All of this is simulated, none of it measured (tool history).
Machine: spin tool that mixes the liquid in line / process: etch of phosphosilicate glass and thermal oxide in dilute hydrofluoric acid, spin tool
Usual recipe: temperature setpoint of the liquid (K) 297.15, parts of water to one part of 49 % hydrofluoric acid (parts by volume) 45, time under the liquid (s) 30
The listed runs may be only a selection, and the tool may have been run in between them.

run   hour  temperature setpoint of the liquid (K)  parts of water to one part of 49 % hydrofluoric acid (parts by volume)  time under the liquid (s)  read-back film thickness of the phosphosilicate glass reference wafer, read on the same gauge (nm)  read-back film thickness of the thermal oxide reference wafer, read on the same gauge (nm)  thickness taken off the phosphosilicate glass on a monitor wafer (nm)  thickness taken off the thermal oxide on a monitor wafer (nm)
  1    0.0                                  297.15                                                                      55                         30                                                                                               70.01                                                                                      30.002                                                                 102.04                                                          2.390
  2    6.8                                  297.15                                                                      55                         30                                                                                               70.00                                                                                      29.996                                                                 102.38                                                          2.407
  3   24.2                                  297.15                                                                      55                         30                                                                                               69.98                                                                                      29.989                                                                 102.12                                                          2.356
  4   39.0                                  297.15                                                                      45                         30                                                                                               70.02                                                                                      30.007                                                                 125.82                                                          2.919
  5   55.4                                  297.15                                                                      45                         30                                                                                               70.02                                                                                      30.002                                                                 125.70                                                          2.933
  6   70.5                                  298.65                                                                      45                         30                                                                                               70.00                                                                                      29.979                                                                 133.42                                                          3.068
  7   82.0                                  298.65                                                                      45                         30                                                                                               69.97                                                                                      30.050                                                                 133.86                                                          3.097
  8   94.6                                  297.15                                                                      45                         30                                                                                               70.01                                                                                      30.016                                                                 125.08                                                          2.881
  9  100.9                                  297.15                                                                      45                         30                                                                                               70.00                                                                                      30.019                                                                 124.30                                                          2.886
 10  115.7                                  297.15                                                                      45                         30                                                                                               70.01                                                                                      29.998                                                                 123.88                                                          2.923
 11  122.2                                  300.65                                                                      45                         30                                                                                               70.01                                                                                      30.002                                                                 143.44                                                          3.344
 12  131.6                                  300.65                                                                      45                         30                                                                                               70.03                                                                                      29.953                                                                 142.50                                                          3.307
     142.5  -- gauge calibrated
 13  145.0                                  297.15                                                                      60                         15                                                                                               70.00                                                                                      30.007                                                                  44.79                                                          1.045
 14  156.1                                  297.15                                                                      35                         50                                                                                               69.98                                                                                      29.992                                                                 267.39                                                          6.183
     159.2  -- hydrofluoric acid flow meter replaced
 15  167.2                                  295.65                                                                      45                         15                                                                                               70.01                                                                                      30.036                                                                  62.20                                                          1.452
     188.6  -- thermometer replaced
 16  204.3                                  297.15                                                                      45                         30                                                                                               70.01                                                                                      30.001                                                                 141.63                                                          3.280
 17  213.6                                  294.65                                                                      45                         30                                                                                               69.98                                                                                      30.022                                                                 126.81                                                          2.923
 18  229.2                                  293.15                                                                      60                         50                                                                                               70.00                                                                                      29.987                                                                 144.96                                                          3.410
 19  239.7                                  295.15                                                                      35                         35                                                                                               69.97                                                                                      30.012                                                                 193.89                                                          4.588
 20  251.6                                  294.15                                                                      30                         40                                                                                               69.97                                                                                      29.989                                                                 251.87                                                          5.892
 21  260.0                                  297.15                                                                      35                         50                                                                                               69.96                                                                                      30.005                                                                 302.19                                                          7.108
 22  277.2                                  293.65                                                                      35                         15                                                                                               70.00                                                                                      30.022                                                                  78.21                                                          1.820
 23  283.5                                  297.15                                                                      45                         30                                                                                               70.05                                                                                      29.959                                                                 138.55                                                          3.242
 24  292.0                                  294.65                                                                      45                         30                                                                                               70.03                                                                                      29.978                                                                 123.82                                                          2.920
 25  305.6                                  297.15                                                                      45                         30                                                                                               70.02                                                                                      30.018                                                                 139.01                                                          3.183
 26  321.2                                  298.65                                                                      40                         15                                                                                               70.01                                                                                      30.029                                                                  83.07                                                          1.914

4 ways to go on from here, each from the tool as it stands after run 26. What would each give?
  A  321.6                                  297.15                                                                      45                         30                                                                                                   ?                                                                                           ?                                                                      ?                                                              ?
  B  321.6                                  297.15                                                                      55                         40                                                                                                   ?                                                                                           ?                                                                      ?                                                              ?
  C  321.6                                  295.15                                                                      40                         30                                                                                                   ?                                                                                           ?                                                                      ?                                                              ?
  D  321.6                                  295.65                                                                      45                         30                                                                                                   ?                                                                                           ?                                                                      ?                                                              ?

run  read-back film thickness of the phosphosilicate glass reference wafer, read on the same gauge (nm)  read-back film thickness of the thermal oxide reference wafer, read on the same gauge (nm)  thickness taken off the phosphosilicate glass on a monitor wafer (nm)  thickness taken off the thermal oxide on a monitor wafer (nm)
  A                                                                                               70.00                                                                                      30.002                                                                 138.77                                                          3.189
  B                                                                                               70.00                                                                                      30.002                                                                 149.36                                                          3.432
  C                                                                                               70.00                                                                                      30.002                                                                 144.53                                                          3.321
  D                                                                                               70.00                                                                                      30.002                                                                 130.37                                                          2.996
Had the tool no hidden state, the same runs would have come out as:
run  thickness taken off the phosphosilicate glass on a monitor wafer (nm)  thickness taken off the thermal oxide on a monitor wafer (nm)
  A                                                                 143.76                                                          3.303
  B                                                                 154.76                                                          3.556
  C                                                                 149.76                                                          3.441
  D                                                                 135.07                                                          3.104
